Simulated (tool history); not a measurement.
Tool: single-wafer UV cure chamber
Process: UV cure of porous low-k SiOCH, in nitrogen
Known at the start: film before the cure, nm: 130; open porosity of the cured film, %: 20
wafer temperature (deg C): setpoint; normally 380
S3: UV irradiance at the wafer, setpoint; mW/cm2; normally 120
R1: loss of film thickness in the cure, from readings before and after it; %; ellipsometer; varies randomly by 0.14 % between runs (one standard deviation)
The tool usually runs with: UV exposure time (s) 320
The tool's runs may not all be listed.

run 1 hour=0 | wafer_temperature_(deg_C)=380 UV_exposure_time_(s)=320 S3=120 | R1=12.548
run 2 hour=19.2 | wafer_temperature_(deg_C)=380 UV_exposure_time_(s)=320 S3=120 | R1=12.595
run 3 hour=32.8 | wafer_temperature_(deg_C)=380 UV_exposure_time_(s)=320 S3=120 | R1=12.599
run 4 hour=60.9 | wafer_temperature_(deg_C)=380 UV_exposure_time_(s)=320 S3=120 | R1=12.549
run 5 hour=78 | wafer_temperature_(deg_C)=380 UV_exposure_time_(s)=320 S3=120 | R1=12.634
run 6 hour=108.2 | wafer_temperature_(deg_C)=380 UV_exposure_time_(s)=320 S3=120 | R1=12.56
run 7 hour=128.9 | wafer_temperature_(deg_C)=380 UV_exposure_time_(s)=320 S3=120 | R1=12.538
run 8 hour=145.9 | wafer_temperature_(deg_C)=380 UV_exposure_time_(s)=320 S3=120 | R1=12.338
run 9 hour=173.9 | wafer_temperature_(deg_C)=380 UV_exposure_time_(s)=320 S3=120 | R1=12.574
-- hour=222.9 quartz window cleaned
run 10 hour=235.5 | wafer_temperature_(deg_C)=362 UV_exposure_time_(s)=500 S3=93 | R1=14.188
run 11 hour=265.8 | wafer_temperature_(deg_C)=367 UV_exposure_time_(s)=405 S3=88 | R1=13.002
run 12 hour=294.6 | wafer_temperature_(deg_C)=363 UV_exposure_time_(s)=320 S3=100 | R1=11.82
run 13 hour=308 | wafer_temperature_(deg_C)=368 UV_exposure_time_(s)=385 S3=120 | R1=13.933
run 14 hour=341.8 | wafer_temperature_(deg_C)=380 UV_exposure_time_(s)=320 S3=120 | R1=13.211
-- hour=354.4 UV bulbs replaced
run 15 hour=368.4 | wafer_temperature_(deg_C)=380 UV_exposure_time_(s)=320 S3=120 | R1=15.451
run 16 hour=391.5 | wafer_temperature_(deg_C)=397 UV_exposure_time_(s)=390 S3=142 | R1=17.806
run 17 hour=414.4 | wafer_temperature_(deg_C)=380 UV_exposure_time_(s)=155 S3=98 | R1=10.582
run 18 hour=428.5 | wafer_temperature_(deg_C)=380 UV_exposure_time_(s)=320 S3=120 | R1=15.063
run 19 hour=447.4 | wafer_temperature_(deg_C)=380 UV_exposure_time_(s)=415 S3=136 | R1=16.898

Branching from run 19: 3 alternative next runs. What would each branch give?
run A hour=447.9 | wafer_temperature_(deg_C)=373 UV_exposure_time_(s)=320 S3=120 | R1=?
run B hour=447.9 | wafer_temperature_(deg_C)=380 UV_exposure_time_(s)=155 S3=81 | R1=?
run C hour=447.9 | wafer_temperature_(deg_C)=371 UV_exposure_time_(s)=320 S3=143 | R1=?

run=A R1=14.657
run=B R1=9.311
run=C R1=15.531
Without the tool's unlogged condition, the same runs would have read:
run=A R1=16.003
run=B R1=10.509
run=C R1=16.89

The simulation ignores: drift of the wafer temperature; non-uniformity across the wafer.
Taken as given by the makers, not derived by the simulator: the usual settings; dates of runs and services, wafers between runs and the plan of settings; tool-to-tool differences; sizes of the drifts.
